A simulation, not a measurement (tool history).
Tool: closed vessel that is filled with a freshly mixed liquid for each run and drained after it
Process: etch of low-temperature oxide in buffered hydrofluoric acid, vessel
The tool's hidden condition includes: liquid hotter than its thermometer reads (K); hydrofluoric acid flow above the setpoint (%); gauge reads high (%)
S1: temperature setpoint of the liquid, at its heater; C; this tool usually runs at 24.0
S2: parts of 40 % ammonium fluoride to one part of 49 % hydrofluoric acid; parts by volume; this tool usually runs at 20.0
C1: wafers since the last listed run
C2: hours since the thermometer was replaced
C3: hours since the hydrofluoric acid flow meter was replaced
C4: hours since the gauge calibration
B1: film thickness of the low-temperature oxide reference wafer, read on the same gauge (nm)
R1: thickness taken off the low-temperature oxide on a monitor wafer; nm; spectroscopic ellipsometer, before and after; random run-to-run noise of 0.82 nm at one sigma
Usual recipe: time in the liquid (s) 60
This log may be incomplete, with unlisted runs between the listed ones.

Run 1, hour 0.0: usual settings; C1 0; C2 2222.6; C3 445.0; C4 896.5; B1 136.94. Result: R1 164.34 nm.
Run 2, hour 93.0: usual settings; C1 7166; C2 2315.6; C3 538.0; C4 989.5; B1 136.77. Result: R1 164.26 nm.
Run 3, hour 147.6: usual settings; C1 4207; C2 2370.2; C3 592.6; C4 1044.1; B1 136.72. Result: R1 164.33 nm.
Run 4, hour 208.0: usual settings; C1 4654; C2 2430.6; C3 653.0; C4 1104.5; B1 136.63. Result: R1 163.95 nm.
Run 5, hour 288.7: usual settings; C1 6218; C2 2511.3; C3 733.7; C4 1185.2; B1 136.66. Result: R1 162.64 nm.
Run 6, hour 335.8: usual settings; C1 3629; C2 2558.4; C3 780.8; C4 1232.3; B1 136.55. Result: R1 161.96 nm.
Run 7, hour 403.1: usual settings; C1 5186; C2 2625.7; C3 848.1; C4 1299.6; B1 136.56. Result: R1 164.46 nm.
At hour 423.5: hydrofluoric acid flow meter replaced.
Run 8, hour 502.1: usual settings; C1 7552; C2 2724.7; C3 78.6; C4 1398.6; B1 136.45. Result: R1 164.02 nm.
Run 9, hour 586.1: usual settings; C1 6473; C2 2808.7; C3 162.6; C4 1482.6; B1 136.44. Result: R1 162.45 nm.
Run 10, hour 687.4: usual settings but time in the liquid (s) 35; C1 7806; C2 2910.0; C3 263.9; C4 1583.9; B1 136.42. Result: R1 94.71 nm.
Run 11, hour 735.0: usual settings but S1 25.5 C, S2 24.0 parts by volume; C1 3668; C2 2957.6; C3 311.5; C4 1631.5; B1 136.37. Result: R1 156.91 nm.
At hour 756.3: gauge calibrated.
Run 12, hour 823.9: usual settings but S2 26.5 parts by volume; C1 6850; C2 3046.5; C3 400.4; C4 67.6; B1 139.53. Result: R1 138.54 nm.
Run 13, hour 931.1: usual settings but S2 26.5 parts by volume; C1 8261; C2 3153.7; C3 507.6; C4 174.8; B1 138.91. Result: R1 137.41 nm.
Run 14, hour 997.5: usual settings; C1 5116; C2 3220.1; C3 574.0; C4 241.2; B1 138.59. Result: R1 166.03 nm.
Run 15, hour 1046.5: usual settings but time in the liquid (s) 45; C1 3776; C2 3269.1; C3 623.0; C4 290.2; B1 138.46. Result: R1 123.52 nm.
At hour 1080.3: thermometer replaced.
Run 16, hour 1109.1: usual settings but S2 15.5 parts by volume; C1 4747; C2 28.8; C3 685.6; C4 352.8; B1 138.20. Result: R1 211.35 nm.
Run 17, hour 1197.9: usual settings; C1 6843; C2 117.6; C3 774.4; C4 441.6; B1 137.89. Result: R1 165.79 nm.
Run 18, hour 1236.8: usual settings but S1 28.5 C, S2 24.5 parts by volume; C1 2997; C2 156.5; C3 813.3; C4 480.5; B1 137.72. Result: R1 183.32 nm.
Run 19, hour 1317.8: usual settings but S1 26.5 C, S2 14.5 parts by volume, time in the liquid (s) 80; C1 6242; C2 237.5; C3 894.3; C4 561.5; B1 137.51. Result: R1 346.20 nm.
Run 20, hour 1402.6: usual settings; C1 6534; C2 322.3; C3 979.1; C4 646.3; B1 137.30. Result: R1 163.65 nm.
Run 21, hour 1440.3: usual settings but S1 21.0 C, S2 14.0 parts by volume, time in the liquid (s) 30; C1 2905; C2 360.0; C3 1016.8; C4 684.0; B1 137.24. Result: R1 98.69 nm.
At hour 1446.4: hydrofluoric acid flow meter replaced.
Run 22, hour 1503.4: usual settings but S2 15.5 parts by volume, time in the liquid (s) 80; C1 4785; C2 423.1; C3 57.0; C4 747.1; B1 137.10. Result: R1 281.36 nm.
Run 23, hour 1597.2: usual settings; C1 7228; C2 516.9; C3 150.8; C4 840.9; B1 136.99. Result: R1 163.78 nm.
Run 24, hour 1692.0: usual settings but S1 26.0 C, time in the liquid (s) 40; C1 7305; C2 611.7; C3 245.6; C4 935.7; B1 136.84. Result: R1 122.39 nm.
Run 25, hour 1752.1: usual settings but time in the liquid (s) 90; C1 4631; C2 671.8; C3 305.7; C4 995.8; B1 136.79. Result: R1 244.70 nm.
Run 26, hour 1823.7: usual settings but S1 27.0 C, S2 17.5 parts by volume, time in the liquid (s) 30; C1 5517; C2 743.4; C3 377.3; C4 1067.4; B1 136.66. Result: R1 110.13 nm.
Run 27, hour 1889.5: usual settings; C1 5070; C2 809.2; C3 443.1; C4 1133.2; B1 136.65. Result: R1 163.14 nm.

Alternative continuations, all from the tool just after run 27; predict every row:
Run A, hour 1890.2: usual settings; C1 53; C2 809.9; C3 443.8; C4 1133.9; B1 ?. Result: R1 ?.
Run B, hour 1890.2: usual settings but S1 20.5 C, S2 13.5 parts by volume, time in the liquid (s) 70; C1 53; C2 809.9; C3 443.8; C4 1133.9; B1 ?. Result: R1 ?.
Run C, hour 1890.2: usual settings but S2 27.5 parts by volume, time in the liquid (s) 75; C1 53; C2 809.9; C3 443.8; C4 1133.9; B1 ?. Result: R1 ?.
Run D, hour 1890.2: usual settings but S1 22.0 C, S2 26.5 parts by volume, time in the liquid (s) 85; C1 53; C2 809.9; C3 443.8; C4 1133.9; B1 ?. Result: R1 ?.

run      B1      R1
  A  136.65  163.20
  B  136.65  231.05
  C  136.65  163.85
  D  136.65  170.56
With the hidden condition removed and each run's random variation left untouched, the same runs would have given:
run      R1
  A  167.24
  B  236.76
  C  167.90
  D  174.78
